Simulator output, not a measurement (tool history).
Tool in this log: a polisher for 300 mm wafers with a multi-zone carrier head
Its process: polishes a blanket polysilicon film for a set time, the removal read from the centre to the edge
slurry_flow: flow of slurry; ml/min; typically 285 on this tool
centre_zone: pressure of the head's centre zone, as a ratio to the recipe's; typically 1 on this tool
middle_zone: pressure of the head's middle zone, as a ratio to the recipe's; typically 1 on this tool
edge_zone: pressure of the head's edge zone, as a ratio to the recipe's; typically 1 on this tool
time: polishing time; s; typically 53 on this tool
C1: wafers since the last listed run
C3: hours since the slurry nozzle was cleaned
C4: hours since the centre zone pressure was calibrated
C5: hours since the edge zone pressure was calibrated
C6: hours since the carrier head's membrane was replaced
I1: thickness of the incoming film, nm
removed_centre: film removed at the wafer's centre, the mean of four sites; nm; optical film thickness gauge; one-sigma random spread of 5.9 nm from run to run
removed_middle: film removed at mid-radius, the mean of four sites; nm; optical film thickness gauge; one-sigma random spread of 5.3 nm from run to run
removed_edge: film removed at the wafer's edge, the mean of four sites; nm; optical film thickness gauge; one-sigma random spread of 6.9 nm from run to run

{"run": 1, "day": 0.0, "slurry_flow": 285, "centre_zone": 1, "middle_zone": 1, "edge_zone": 1, "time": 53, "C1": 0, "wafers polished on this pad": 14, "C3": 260.2, "C4": 297.2, "C5": 878.9, "C6": 1573.9, "I1": 1626.3, "removed_centre": 553.1, "removed_middle": 507.3, "removed_edge": 488.4}
{"run": 2, "day": 0.525, "slurry_flow": 285, "centre_zone": 1, "middle_zone": 1, "edge_zone": 1, "time": 53, "C1": 189, "wafers polished on this pad": 203, "C3": 272.8, "C4": 309.8, "C5": 891.5, "C6": 1586.5, "I1": 1621.8, "removed_centre": 557.9, "removed_middle": 505.6, "removed_edge": 503.2}
{"run": 3, "day": 0.788, "slurry_flow": 285, "centre_zone": 1, "middle_zone": 1, "edge_zone": 1, "time": 53, "C1": 94, "wafers polished on this pad": 297, "C3": 279.1, "C4": 316.1, "C5": 897.8, "C6": 1592.8, "I1": 1652.3, "removed_centre": 560, "removed_middle": 506.1, "removed_edge": 495.4}
{"run": 4, "day": 1.438, "slurry_flow": 285, "centre_zone": 1, "middle_zone": 1, "edge_zone": 1, "time": 53, "C1": 234, "wafers polished on this pad": 531, "C3": 294.7, "C4": 331.7, "C5": 913.4, "C6": 1608.4, "I1": 1604.7, "removed_centre": 564.9, "removed_middle": 505.6, "removed_edge": 479.8}
{"day": 2.221, "done": "worn pad replaced by a new one"}
{"run": 5, "day": 2.242, "slurry_flow": 285, "centre_zone": 1, "middle_zone": 1, "edge_zone": 1, "time": 53, "C1": 229, "wafers polished on this pad": 7, "C3": 314, "C4": 351, "C5": 932.7, "C6": 1627.7, "I1": 1637.1, "removed_centre": 567.6, "removed_middle": 501.3, "removed_edge": 486.5}
{"run": 6, "day": 2.817, "slurry_flow": 285, "centre_zone": 1, "middle_zone": 1, "edge_zone": 1, "time": 53, "C1": 207, "wafers polished on this pad": 214, "C3": 327.8, "C4": 364.8, "C5": 946.5, "C6": 1641.5, "I1": 1621.5, "removed_centre": 563.1, "removed_middle": 503.8, "removed_edge": 487.6}
{"run": 7, "day": 3.133, "slurry_flow": 285, "centre_zone": 1, "middle_zone": 1, "edge_zone": 1, "time": 53, "C1": 114, "wafers polished on this pad": 328, "C3": 335.4, "C4": 372.4, "C5": 954.1, "C6": 1649.1, "I1": 1608.2, "removed_centre": 578.9, "removed_middle": 501.4, "removed_edge": 478.7}
{"run": 8, "day": 3.671, "slurry_flow": 350, "centre_zone": 1, "middle_zone": 1, "edge_zone": 1, "time": 53, "C1": 193, "wafers polished on this pad": 522, "C3": 348.3, "C4": 385.3, "C5": 967, "C6": 1662, "I1": 1620.7, "removed_centre": 578.2, "removed_middle": 507.1, "removed_edge": 503.3}
{"run": 9, "day": 4.021, "slurry_flow": 285, "centre_zone": 1, "middle_zone": 1.05, "edge_zone": 1, "time": 53, "C1": 126, "wafers polished on this pad": 648, "C3": 356.7, "C4": 393.7, "C5": 975.4, "C6": 1670.4, "I1": 1612.2, "removed_centre": 565.7, "removed_middle": 531.2, "removed_edge": 499.6}
{"day": 4.638, "done": "worn pad replaced by a new one"}
{"run": 10, "day": 4.667, "slurry_flow": 285, "centre_zone": 1, "middle_zone": 1.05, "edge_zone": 1, "time": 53, "C1": 172, "wafers polished on this pad": 10, "C3": 372.2, "C4": 409.2, "C5": 990.9, "C6": 1685.9, "I1": 1619.3, "removed_centre": 562.4, "removed_middle": 524.9, "removed_edge": 481.2}
{"day": 4.979, "done": "carrier head's membrane replaced by a new one"}
{"run": 11, "day": 5.25, "slurry_flow": 210, "centre_zone": 1, "middle_zone": 1, "edge_zone": 1, "time": 53, "C1": 135, "wafers polished on this pad": 145, "C3": 386.2, "C4": 423.2, "C5": 1004.9, "C6": 6.5, "I1": 1617.7, "removed_centre": 551.9, "removed_middle": 486.5, "removed_edge": 481.1}
{"run": 12, "day": 5.846, "slurry_flow": 285, "centre_zone": 1, "middle_zone": 1, "edge_zone": 1, "time": 53, "C1": 214, "wafers polished on this pad": 360, "C3": 400.5, "C4": 437.5, "C5": 1019.2, "C6": 20.8, "I1": 1604.8, "removed_centre": 570.2, "removed_middle": 499, "removed_edge": 496.1}
{"run": 13, "day": 6.183, "slurry_flow": 285, "centre_zone": 1, "middle_zone": 1, "edge_zone": 0.93, "time": 42, "C1": 121, "wafers polished on this pad": 481, "C3": 408.6, "C4": 445.6, "C5": 1027.3, "C6": 28.9, "I1": 1607.6, "removed_centre": 449.5, "removed_middle": 397.3, "removed_edge": 367}
{"day": 6.621, "done": "slurry nozzle cleaned"}
{"day": 6.779, "done": "worn pad replaced by a new one"}
{"run": 14, "day": 6.854, "slurry_flow": 285, "centre_zone": 1.05, "middle_zone": 1, "edge_zone": 1, "time": 53, "C1": 170, "wafers polished on this pad": 27, "C3": 5.6, "C4": 461.7, "C5": 1043.4, "C6": 45, "I1": 1616.1, "removed_centre": 599.6, "removed_middle": 504.5, "removed_edge": 493.7}
{"day": 7.179, "done": "edge zone pressure recalibrated"}
{"run": 15, "day": 7.25, "slurry_flow": 285, "centre_zone": 1, "middle_zone": 1, "edge_zone": 1, "time": 53, "C1": 112, "wafers polished on this pad": 140, "C3": 15.1, "C4": 471.2, "C5": 1.7, "C6": 54.5, "I1": 1618.4, "removed_centre": 571, "removed_middle": 506.3, "removed_edge": 490.3}
{"run": 16, "day": 7.612, "slurry_flow": 285, "centre_zone": 0.97, "middle_zone": 0.93, "edge_zone": 1, "time": 42, "C1": 130, "wafers polished on this pad": 270, "C3": 23.8, "C4": 479.9, "C5": 10.4, "C6": 63.2, "I1": 1609, "removed_centre": 438.4, "removed_middle": 378.9, "removed_edge": 381.4}
{"day": 8.238, "done": "centre zone pressure recalibrated"}
{"run": 17, "day": 8.275, "slurry_flow": 285, "centre_zone": 1, "middle_zone": 1, "edge_zone": 0.93, "time": 42, "C1": 208, "wafers polished on this pad": 479, "C3": 39.7, "C4": 0.9, "C5": 26.3, "C6": 79.1, "I1": 1606, "removed_centre": 399.1, "removed_middle": 398.8, "removed_edge": 380.7}
{"run": 18, "day": 8.692, "slurry_flow": 285, "centre_zone": 1.08, "middle_zone": 1.09, "edge_zone": 0.9, "time": 53, "C1": 150, "wafers polished on this pad": 629, "C3": 49.7, "C4": 10.9, "C5": 36.3, "C6": 89.1, "I1": 1648.1, "removed_centre": 553.6, "removed_middle": 549.4, "removed_edge": 464.3}
{"day": 9.079, "done": "worn pad replaced by a new one"}
{"run": 19, "day": 9.392, "slurry_flow": 285, "centre_zone": 1, "middle_zone": 1, "edge_zone": 1, "time": 64, "C1": 192, "wafers polished on this pad": 113, "C3": 66.5, "C4": 27.7, "C5": 53.1, "C6": 105.9, "I1": 1621.5, "removed_centre": 626.6, "removed_middle": 613, "removed_edge": 594.8}
{"run": 20, "day": 10.062, "slurry_flow": 285, "centre_zone": 1, "middle_zone": 1.12, "edge_zone": 0.88, "time": 53, "C1": 241, "wafers polished on this pad": 354, "C3": 82.6, "C4": 43.8, "C5": 69.2, "C6": 122, "I1": 1636.7, "removed_centre": 521.1, "removed_middle": 553.5, "removed_edge": 460.3}
{"run": 21, "day": 10.658, "slurry_flow": 285, "centre_zone": 1, "middle_zone": 1, "edge_zone": 1, "time": 53, "C1": 214, "wafers polished on this pad": 569, "C3": 96.9, "C4": 58.1, "C5": 83.5, "C6": 136.3, "I1": 1609.8, "removed_centre": 529.7, "removed_middle": 500.3, "removed_edge": 482.8}
{"run": 22, "day": 11.212, "slurry_flow": 285, "centre_zone": 1, "middle_zone": 1, "edge_zone": 1.07, "time": 44, "C1": 199, "wafers polished on this pad": 768, "C3": 110.2, "C4": 71.4, "C5": 96.8, "C6": 149.6, "I1": 1624.5, "removed_centre": 444.2, "removed_middle": 416, "removed_edge": 429.7}

Run-by-run hidden state of the tool:
removal rate lost through wear of the pad, %: 0 at every run
slurry flow missing at the pad, %: 0 at every run
deviation of the edge zone's pressure from its setpoint, %: 0 at every run
H1: deviation of the centre zone's pressure from its setpoint, %
run=1 H1=10.8
run=2 H1=10.9
run=3 H1=11
run=4 H1=11.2
run=5 H1=11.4
run=6 H1=11.5
run=7 H1=11.6
run=8 H1=11.7
run=9 H1=11.7
run=10 H1=11.9
run=11 H1=11.9
run=12 H1=12
run=13 H1=12.1
run=14 H1=12.2
run=15 H1=12.2
run=16 H1=12.2
run=17 H1=0.846
run=18 H1=1.56
run=19 H1=2.68
run=20 H1=3.65
run=21 H1=4.43
run=22 H1=5.11

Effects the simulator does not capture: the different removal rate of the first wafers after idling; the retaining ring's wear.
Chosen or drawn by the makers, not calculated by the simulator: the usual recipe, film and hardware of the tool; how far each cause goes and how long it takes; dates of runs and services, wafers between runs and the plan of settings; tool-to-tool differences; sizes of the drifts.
